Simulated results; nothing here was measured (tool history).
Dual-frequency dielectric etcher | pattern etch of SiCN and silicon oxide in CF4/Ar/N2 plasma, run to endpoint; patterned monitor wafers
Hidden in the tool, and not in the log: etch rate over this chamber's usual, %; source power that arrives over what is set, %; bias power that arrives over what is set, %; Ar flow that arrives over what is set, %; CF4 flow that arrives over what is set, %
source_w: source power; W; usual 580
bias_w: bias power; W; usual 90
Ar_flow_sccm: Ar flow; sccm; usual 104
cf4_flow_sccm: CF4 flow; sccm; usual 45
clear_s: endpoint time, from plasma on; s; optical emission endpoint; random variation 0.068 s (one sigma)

| run | hour | source_w | bias_w | Ar_flow_sccm | cf4_flow_sccm | wafers since the last listed run | hours since the last wet clean | hours since the last source power generator calibration | hours since the last bias power generator calibration | hours since the last Ar flow controller change | hours since the last CF4 flow controller change | hours since the last upper electrode change | incoming incoming film thickness, nm | clear_s |
|---|---|---|---|---|---|---|---|---|---|---|---|---|---|---|
| 1 | 0.0 | 580 | 90 | 104 | 38 | 0 | 296.5 | 1514.1 | 1852.7 | 6125.6 | 3212.4 | 4204.3 | 13.17 | 12.7 |
| 2 | 15.0 | 580 | 90 | 104 | 38 | 214 | 311.5 | 1529.1 | 1867.7 | 6140.6 | 3227.4 | 4219.3 | 13.07 | 12.6 |
| 3 | 24.1 | 580 | 90 | 104 | 38 | 130 | 320.6 | 1538.2 | 1876.8 | 6149.7 | 3236.5 | 4228.4 | 13.07 | 12.4 |
| 4 | 31.0 | 580 | 90 | 104 | 45 | 98 | 327.5 | 1545.1 | 1883.7 | 6156.6 | 3243.4 | 4235.3 | 13.06 | 12.1 |
| 5 | 40.1 | 580 | 90 | 104 | 45 | 130 | 336.6 | 1554.2 | 1892.8 | 6165.7 | 3252.5 | 4244.4 | 13.04 | 12.0 |
| 6 | 50.5 | 580 | 90 | 104 | 45 | 148 | 347.0 | 1564.6 | 1903.2 | 6176.1 | 3262.9 | 4254.8 | 13.08 | 12.2 |
|  | 70.5 | CF4 flow controller replaced |
|  | 83.2 | wet clean of the chamber |
| 7 | 83.7 | 580 | 90 | 104 | 45 | 208 | 0.5 | 1597.8 | 1936.4 | 6209.3 | 13.2 | 4288.0 | 13.04 | 12.7 |
| 8 | 84.0 | 580 | 90 | 104 | 45 | 4 | 0.8 | 1598.1 | 1936.7 | 6209.6 | 13.5 | 4288.3 | 13.10 | 12.9 |
| 9 | 85.5 | 580 | 90 | 104 | 45 | 21 | 2.3 | 1599.6 | 1938.2 | 6211.1 | 15.0 | 4289.8 | 13.13 | 12.9 |
| 10 | 97.4 | 580 | 90 | 104 | 45 | 170 | 14.2 | 1611.5 | 1950.1 | 6223.0 | 26.9 | 4301.7 | 13.11 | 12.6 |
| 11 | 105.8 | 580 | 76 | 104 | 45 | 120 | 22.6 | 1619.9 | 1958.5 | 6231.4 | 35.3 | 4310.1 | 13.06 | 13.8 |
|  | 122.1 | bias power generator calibrated |
|  | 138.2 | upper electrode replaced |
| 12 | 138.7 | 580 | 74 | 104 | 40 | 183 | 55.5 | 1652.8 | 16.6 | 6264.3 | 68.2 | 0.5 | 13.20 | 14.4 |
| 13 | 139.0 | 580 | 102 | 104 | 45 | 4 | 55.8 | 1653.1 | 16.9 | 6264.6 | 68.5 | 0.8 | 13.05 | 12.0 |
|  | 157.3 | Ar flow controller replaced |
|  | 158.8 | source power generator calibrated |
| 14 | 181.0 | 580 | 90 | 104 | 45 | 493 | 97.8 | 22.2 | 58.9 | 23.7 | 110.5 | 42.8 | 13.11 | 12.7 |
| 15 | 198.5 | 710 | 75 | 127 | 34 | 250 | 115.3 | 39.7 | 76.4 | 41.2 | 128.0 | 60.3 | 13.16 | 12.6 |
| 16 | 210.1 | 580 | 90 | 117 | 45 | 165 | 126.9 | 51.3 | 88.0 | 52.8 | 139.6 | 71.9 | 13.08 | 12.9 |
| 17 | 219.9 | 580 | 90 | 97 | 36 | 140 | 136.7 | 61.1 | 97.8 | 62.6 | 149.4 | 81.7 | 13.19 | 13.0 |
| 18 | 230.7 | 580 | 98 | 119 | 52 | 154 | 147.5 | 71.9 | 108.6 | 73.4 | 160.2 | 92.5 | 13.14 | 12.0 |

3 ways to go on from here, each from the tool as it stands after run 18. What would each give?
| A | 231.1 | 580 | 90 | 104 | 45 | 5 | 147.9 | 72.3 | 109.0 | 73.8 | 160.6 | 92.9 | 13.21 | ? |
| B | 231.1 | 540 | 81 | 113 | 50 | 5 | 147.9 | 72.3 | 109.0 | 73.8 | 160.6 | 92.9 | 13.21 | ? |
| C | 231.1 | 580 | 90 | 91 | 45 | 5 | 147.9 | 72.3 | 109.0 | 73.8 | 160.6 | 92.9 | 13.21 | ? |

| run | clear_s |
|---|---|
| A | 12.6 |
| B | 13.9 |
| C | 12.3 |
Without the tool's hidden state the same runs would have given:
| run | clear_s |
|---|---|
| A | 12.7 |
| B | 14.0 |
| C | 12.5 |
